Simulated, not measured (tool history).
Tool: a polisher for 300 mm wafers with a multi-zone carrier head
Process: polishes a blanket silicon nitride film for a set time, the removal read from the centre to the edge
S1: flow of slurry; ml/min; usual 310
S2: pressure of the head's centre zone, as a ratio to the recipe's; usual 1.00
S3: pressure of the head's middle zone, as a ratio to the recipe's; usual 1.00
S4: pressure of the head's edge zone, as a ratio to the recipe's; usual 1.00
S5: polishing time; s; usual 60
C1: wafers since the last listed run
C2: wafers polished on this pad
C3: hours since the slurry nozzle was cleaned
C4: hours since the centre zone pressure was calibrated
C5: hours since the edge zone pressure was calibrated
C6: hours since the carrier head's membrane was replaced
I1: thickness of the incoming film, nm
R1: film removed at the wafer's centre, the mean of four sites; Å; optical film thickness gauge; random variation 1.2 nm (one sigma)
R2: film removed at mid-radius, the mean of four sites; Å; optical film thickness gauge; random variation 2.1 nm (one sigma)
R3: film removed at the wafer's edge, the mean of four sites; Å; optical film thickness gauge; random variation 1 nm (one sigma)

run 1 hour=0.0 | S1=350 S2=0.92 S3=1.00 S4=1.00 S5=60 | C1=0 C2=268 C3=334.0 C4=801.6 C5=11.4 C6=1127.5 | I1=427.5 | R1=1451 R2=1585 R3=1555
run 2 hour=46.9 | S1=255 S2=1.00 S3=1.00 S4=1.00 S5=48 | C1=392 C2=660 C3=380.9 C4=848.5 C5=58.3 C6=1174.4 | I1=415.8 | R1=1171 R2=1164 R3=1170
run 3 hour=58.8 | S1=310 S2=1.00 S3=1.00 S4=1.00 S5=52 | C1=99 C2=760 C3=392.8 C4=860.4 C5=70.2 C6=1186.3 | I1=422.3 | R1=1290 R2=1262 R3=1285
-- hour=78.6 worn pad replaced by a new one
run 4 hour=79.1 | S1=310 S2=1.00 S3=1.00 S4=1.00 S5=60 | C1=136 C2=4 C3=413.1 C4=880.7 C5=90.5 C6=1206.6 | I1=412.0 | R1=1542 R2=1561 R3=1550
run 5 hour=93.4 | S1=355 S2=0.97 S3=0.97 S4=0.90 S5=60 | C1=119 C2=123 C3=427.4 C4=895.0 C5=104.8 C6=1220.9 | I1=414.9 | R1=1537 R2=1523 R3=1487
run 6 hour=139.7 | S1=310 S2=1.07 S3=1.00 S4=1.00 S5=60 | C1=387 C2=510 C3=473.7 C4=941.3 C5=151.1 C6=1267.2 | I1=422.1 | R1=1637 R2=1550 R3=1523
-- hour=143.7 centre zone pressure recalibrated
run 7 hour=154.2 | S1=310 S2=0.95 S3=1.00 S4=1.11 S5=73 | C1=104 C2=615 C3=488.2 C4=10.5 C5=165.6 C6=1281.7 | I1=427.2 | R1=1745 R2=1812 R3=1925
-- hour=187.4 worn pad replaced by a new one
-- hour=187.9 carrier head's membrane replaced by a new one
run 8 hour=191.9 | S1=310 S2=1.00 S3=1.00 S4=1.10 S5=60 | C1=277 C2=33 C3=525.9 C4=48.2 C5=203.3 C6=4.0 | I1=429.5 | R1=1543 R2=1534 R3=1628
run 9 hour=202.9 | S1=310 S2=1.00 S3=1.00 S4=1.07 S5=39 | C1=91 C2=125 C3=536.9 C4=59.2 C5=214.3 C6=15.0 | I1=414.8 | R1=1000 R2=989 R3=1032
-- hour=211.4 slurry nozzle cleaned
run 10 hour=215.1 | S1=310 S2=1.00 S3=1.00 S4=0.88 S5=60 | C1=93 C2=218 C3=3.7 C4=71.4 C5=226.5 C6=27.2 | I1=422.4 | R1=1529 R2=1514 R3=1452
run 11 hour=221.3 | S1=310 S2=1.00 S3=1.00 S4=1.00 S5=60 | C1=51 C2=270 C3=9.9 C4=77.6 C5=232.7 C6=33.4 | I1=423.1 | R1=1540 R2=1509 R3=1544
run 12 hour=228.5 | S1=310 S2=1.00 S3=1.00 S4=0.91 S5=69 | C1=60 C2=330 C3=17.1 C4=84.8 C5=239.9 C6=40.6 | I1=418.2 | R1=1748 R2=1733 R3=1663
run 13 hour=237.6 | S1=310 S2=1.10 S3=1.00 S4=1.00 S5=52 | C1=76 C2=406 C3=26.2 C4=93.9 C5=249.0 C6=49.7 | I1=421.5 | R1=1426 R2=1351 R3=1325
run 14 hour=253.2 | S1=310 S2=1.00 S3=1.00 S4=1.00 S5=60 | C1=130 C2=537 C3=41.8 C4=109.5 C5=264.6 C6=65.3 | I1=424.8 | R1=1498 R2=1499 R3=1496
run 15 hour=259.5 | S1=310 S2=1.00 S3=1.00 S4=1.00 S5=60 | C1=52 C2=590 C3=48.1 C4=115.8 C5=270.9 C6=71.6 | I1=420.5 | R1=1497 R2=1525 R3=1508
run 16 hour=266.1 | S1=310 S2=1.00 S3=1.00 S4=1.00 S5=66 | C1=55 C2=645 C3=54.7 C4=122.4 C5=277.5 C6=78.2 | I1=417.3 | R1=1638 R2=1660 R3=1625
run 17 hour=272.2 | S1=310 S2=1.12 S3=1.00 S4=1.00 S5=43 | C1=51 C2=696 C3=60.8 C4=128.5 C5=283.6 C6=84.3 | I1=417.7 | R1=1201 R2=1029 R3=1071
run 18 hour=287.3 | S1=205 S2=1.10 S3=1.00 S4=1.08 S5=60 | C1=126 C2=822 C3=75.9 C4=143.6 C5=298.7 C6=99.4 | I1=421.7 | R1=1490 R2=1377 R3=1430
run 19 hour=294.4 | S1=310 S2=1.00 S3=1.00 S4=1.00 S5=60 | C1=59 C2=881 C3=83.0 C4=150.7 C5=305.8 C6=106.5 | I1=427.0 | R1=1449 R2=1429 R3=1452
-- hour=299.8 worn pad replaced by a new one
run 20 hour=309.4 | S1=310 S2=1.00 S3=1.00 S4=1.00 S5=60 | C1=91 C2=80 C3=98.0 C4=165.7 C5=320.8 C6=121.5 | I1=422.2 | R1=1556 R2=1523 R3=1549

Run 21, settings as shown, results not yet in. Your forecast:
run 21 hour=327.1 | S1=310 S2=1.04 S3=1.00 S4=1.08 S5=78 | C1=148 C2=228 C3=115.7 C4=183.4 C5=338.5 C6=139.2 | I1=415.3 | R1=? R2=? R3=?

{"run 21": {"R1": 2079, "R2": 2030, "R3": 2085}}
If the tool had no hidden condition, the same run with the same run-to-run variation would have returned R1 2093 Å, R2 2043 Å, R3 2099 Å.
